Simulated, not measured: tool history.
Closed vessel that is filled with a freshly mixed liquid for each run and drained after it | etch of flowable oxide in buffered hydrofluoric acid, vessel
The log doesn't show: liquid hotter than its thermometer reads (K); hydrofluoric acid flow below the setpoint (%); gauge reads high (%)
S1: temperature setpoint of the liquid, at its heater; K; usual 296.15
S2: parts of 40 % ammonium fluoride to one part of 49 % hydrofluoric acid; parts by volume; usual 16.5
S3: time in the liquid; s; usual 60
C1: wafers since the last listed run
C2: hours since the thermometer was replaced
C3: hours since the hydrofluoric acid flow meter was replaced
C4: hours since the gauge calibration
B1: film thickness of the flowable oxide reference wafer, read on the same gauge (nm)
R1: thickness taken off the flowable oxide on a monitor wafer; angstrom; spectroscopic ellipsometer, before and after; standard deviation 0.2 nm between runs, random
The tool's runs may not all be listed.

run	hour	S1	S2	S3	C1	C2	C3	C4	B1	R1
1	0	298.65	16.5	60	0	230.2	1300.1	73.6	70.01	746.4
2	83	298.65	16.5	60	8323	313.2	1383.1	156.6	70	749.9
3	134.5	296.15	16.5	60	5164	364.7	1434.6	208.1	70.01	655.4
4	179	296.15	16.5	60	4462	409.2	1479.1	252.6	69.99	654.9
5	246.1	296.15	16.5	60	6729	476.3	1546.2	319.7	70	653.2
6	293.7	293.65	16.5	60	4773	523.9	1593.8	367.3	70.01	571.2
7	400.7	293.65	16.5	60	10730	630.9	1700.8	474.3	70.03	572.1
8	442.1	293.65	16.5	60	4151	672.3	1742.2	515.7	70.02	574.8
9	490.3	296.15	16.5	60	4833	720.5	1790.4	563.9	70	657.8
10	546.1	296.15	16.5	60	5595	776.3	1846.2	619.7	70	659.2
11	639.9	296.15	16.5	60	9406	870.1	1940	713.5	69.99	659.7
12	701.2	296.15	16.5	60	6147	931.4	2001.3	774.8	70	660
13	802.3	296.15	16.5	60	10138	1032.5	2102.4	875.9	70.02	659.3
14	869.4	300.65	12.5	40	6729	1099.6	2169.5	943	70	735.4
# hour 885.2: gauge calibrated
15	918.6	300.65	16.5	60	4934	1148.8	2218.7	33.4	70.02	851
16	985.8	297.65	15	60	6739	1216	2285.9	100.6	70.01	794.7
17	1034.5	296.15	16.5	60	4883	1264.7	2334.6	149.3	69.98	663.9
# hour 1050.4: thermometer replaced
18	1129.3	300.65	12	60	9406	78.9	2429.4	244.1	70.02	1124.5
# hour 1161.1: hydrofluoric acid flow meter replaced
19	1205.7	298.65	11	30	7561	155.3	44.6	320.5	69.99	553.2
20	1300	296.15	16.5	60	9456	249.6	138.9	414.8	70	650.3
21	1373	298.65	13.5	80	7320	322.6	211.9	487.8	69.99	1206.1
22	1417.1	296.15	10	60	4422	366.7	256	531.9	69.99	1065.2
23	1509.6	296.15	16.5	60	9276	459.2	348.5	624.4	70.03	652.8
24	1570	296.15	16.5	90	6057	519.6	408.9	684.8	69.99	980.5
25	1676.1	296.15	16.5	60	10640	625.7	515	790.9	70.02	653.3
# hour 1681.1: gauge calibrated
26	1726.2	296.15	16.5	60	5024	675.8	565.1	45.1	70	652

Some steps in R1 between neighbouring runs. How much of each would the tool show without its hidden state too (settings, what came in, random variation), and how much is left for the hidden state, with any gauge scatter that isn't in both results?
Run 17 -> 18: S1 296.15 -> 300.65, S2 16.5 -> 12, thermometer replaced. R1 +460.6 angstrom: hidden state -13.6, all else +474.2.
Run 18 -> 19: S1 300.65 -> 298.65, S2 12 -> 11, S3 60 -> 30, hydrofluoric acid flow meter replaced. R1 -571.3 angstrom: hidden state -1, all else -570.3.
Run 20 -> 21: S1 296.15 -> 298.65, S2 16.5 -> 13.5, S3 60 -> 80. R1 +555.8 angstrom: hidden state +4.8, all else +551.
